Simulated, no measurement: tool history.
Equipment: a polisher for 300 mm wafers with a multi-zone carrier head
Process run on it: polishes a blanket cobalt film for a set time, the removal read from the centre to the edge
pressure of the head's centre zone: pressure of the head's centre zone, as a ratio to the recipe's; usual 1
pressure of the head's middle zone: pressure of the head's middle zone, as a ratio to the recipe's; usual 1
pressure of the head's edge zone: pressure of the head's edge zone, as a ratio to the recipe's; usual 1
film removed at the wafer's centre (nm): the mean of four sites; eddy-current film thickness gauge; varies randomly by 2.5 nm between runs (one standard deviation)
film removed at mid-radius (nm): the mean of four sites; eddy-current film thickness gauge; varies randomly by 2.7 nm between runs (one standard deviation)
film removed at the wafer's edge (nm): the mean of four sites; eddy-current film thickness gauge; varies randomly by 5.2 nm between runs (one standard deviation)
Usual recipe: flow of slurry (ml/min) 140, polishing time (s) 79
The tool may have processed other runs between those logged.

run   hour  flow of slurry (ml/min)  pressure of the head's centre zone  pressure of the head's middle zone  pressure of the head's edge zone  polishing time (s)  wafers since the last listed run  wafers polished on this pad  hours since the slurry nozzle was cleaned  hours since the centre zone pressure was calibrated  hours since the edge zone pressure was calibrated  hours since the carrier head's membrane was replaced  incoming thickness of the incoming film, nm  film removed at the wafer's centre (nm)  film removed at mid-radius (nm)  film removed at the wafer's edge (nm)
  1      0                      140                                   1                                0.91                                 1                  79                                 0                          163                                      588.3                                                465.8                                               90.5                                                1729.7                                       1265.3                                    326.5                            299.7                                  329.3
  2   13.8                      140                                   1                                   1                                 1                  79                               179                          342                                      602.1                                                479.6                                              104.3                                                1743.5                                       1272.7                                    325.8                            331.5                                  325.7
  3   22.2                      120                                1.12                                1.07                              0.97                  79                               109                          451                                      610.5                                                  488                                              112.7                                                1751.9                                       1255.5                                    351.8                            331.9                                  322.8
  4   42.7                      155                                   1                                0.96                                 1                  94                               266                          717                                        631                                                508.5                                              133.2                                                1772.4                                         1267                                    397.6                            382.3                                  405.1
  5   51.4                      140                                1.04                                 1.1                              0.95                  79                               112                          830                                      639.7                                                517.2                                              141.9                                                1781.1                                       1234.8                                      335                            350.5                                  322.1
      62.3  -- slurry nozzle cleaned
      75.6  -- centre zone pressure recalibrated
     105.7  -- worn pad replaced by a new one
  6  106.2                      140                                   1                                0.91                              0.89                  79                               620                            6                                       43.9                                                 30.6                                              196.7                                                1835.9                                         1261                                    356.9                            329.7                                  337.3
  7    113                      125                                   1                                   1                                 1                  79                                88                           94                                       50.7                                                 37.4                                              203.5                                                1842.7                                       1273.9                                    345.6                            346.7                                  345.6
  8  129.4                      140                                0.89                                   1                                 1                  79                               212                          307                                       67.1                                                 53.8                                              219.9                                                1859.1                                       1260.4                                    312.9                            347.6                                  340.8
  9  145.3                      140                                0.93                                   1                                 1                  79                               206                          514                                         83                                                 69.7                                              235.8                                                  1875                                       1269.2                                    326.8                            346.3                                  345.8
 10  154.5                      105                                1.04                                0.94                                 1                  79                               119                          633                                       92.2                                                 78.9                                                245                                                1884.2                                       1244.2                                    348.2                            315.7                                  338.4
     160.8  -- carrier head's membrane replaced by a new one
 11  162.2                      140                                   1                                   1                                 1                  64                                35                          668                                       99.9                                                 86.6                                              252.7                                                   1.4                                       1247.5                                    284.2                            281.9                                  281.7
 12  174.4                      105                                   1                                1.07                              1.07                  79                               158                          826                                      112.1                                                 98.8                                              264.9                                                  13.6                                       1264.9                                    329.3                            350.3                                  341.6
 13  190.7                      165                                0.91                                   1                              0.89                 105                               211                         1038                                      128.4                                                115.1                                              281.2                                                  29.9                                       1272.6                                    430.9                            470.4                                  456.1
       228  -- edge zone pressure recalibrated
     241.6  -- worn pad replaced by a new one
 14  242.1                      190                                   1                                   1                                 1                  79                               589                            6                                      179.8                                                166.5                                               14.1                                                  81.3                                       1255.9                                    360.2                            351.8                                  357.1
 15  254.8                      140                                   1                                   1                                 1                  79                               164                          171                                      192.5                                                179.2                                               26.8                                                    94                                       1260.5                                    345.7                            343.8                                  343.2
 16  265.3                      140                                   1                                   1                                 1                  79                               136                          307                                        203                                                189.7                                               37.3                                                 104.5                                       1279.4                                    342.7                            344.3                                  349.4
 17  274.8                      140                                   1                                   1                              1.08                  79                               123                          431                                      212.5                                                199.2                                               46.8                                                   114                                       1269.4                                      344                            340.4                                  352.3
 18  327.9                      140                                   1                                1.03                                 1                  79                               689                         1120                                      265.6                                                252.3                                               99.9                                                 167.1                                       1271.6                                    341.3                            345.7                                  340.8
 19  334.8                      140                                   1                                   1                              0.91                  79                                89                         1209                                      272.5                                                259.2                                              106.8                                                   174                                       1268.4                                    342.3                            336.8                                  335.5
 20    350                      175                                0.89                                0.93                                 1                  53                               197                         1407                                      287.7                                                274.4                                                122                                                 189.2                                       1238.2                                    214.7                              219                                  237.4
     362.2  -- worn pad replaced by a new one
 21  365.8                      140                                1.06                                1.11                               1.1                  79                               153                           47                                      303.5                                                290.2                                              137.8                                                   205                                         1247                                      363                              371                                  346.6
 22  377.2                      140                                   1                                   1                                 1                  64                               147                          195                                      314.9                                                301.6                                              149.2                                                 216.4                                       1261.5                                    276.4                            269.9                                  278.7

Consider 4 possible next runs. They are alternatives, not a sequence: every one starts from the tool as it was left by run 22. What does each give?
  A  377.6                      140                                   1                                   1                                 1                  79                                 5                          200                                      315.3                                                  302                                              149.6                                                 216.8                                       1260.5                                        ?                                ?                                      ?
  B  377.6                      105                                   1                                   1                                 1                  79                                 5                          200                                      315.3                                                  302                                              149.6                                                 216.8                                       1260.5                                        ?                                ?                                      ?
  C  377.6                      140                                1.04                                   1                                 1                 101                                 5                          200                                      315.3                                                  302                                              149.6                                                 216.8                                       1260.5                                        ?                                ?                                      ?
  D  377.6                      160                                   1                                0.91                                 1                  72                                 5                          200                                      315.3                                                  302                                              149.6                                                 216.8                                       1260.5                                        ?                                ?                                      ?

run  film removed at the wafer's centre (nm)  film removed at mid-radius (nm)  film removed at the wafer's edge (nm)
  A                                    341.1                            336.4                                  345.3
  B                                    321.8                            319.9                                  333.7
  C                                    453.7                              430                                  441.5
  D                                    318.7                            289.6                                    320
Take away the tool's hidden state, keep each run's random variation, and the runs would have read:
run  film removed at the wafer's centre (nm)  film removed at mid-radius (nm)  film removed at the wafer's edge (nm)
  A                                    363.3                            355.4                                  358.9
  B                                      347                            341.4                                  348.8
  C                                    483.1                            454.3                                  458.8
  D                                    337.5                            304.6                                  331.6
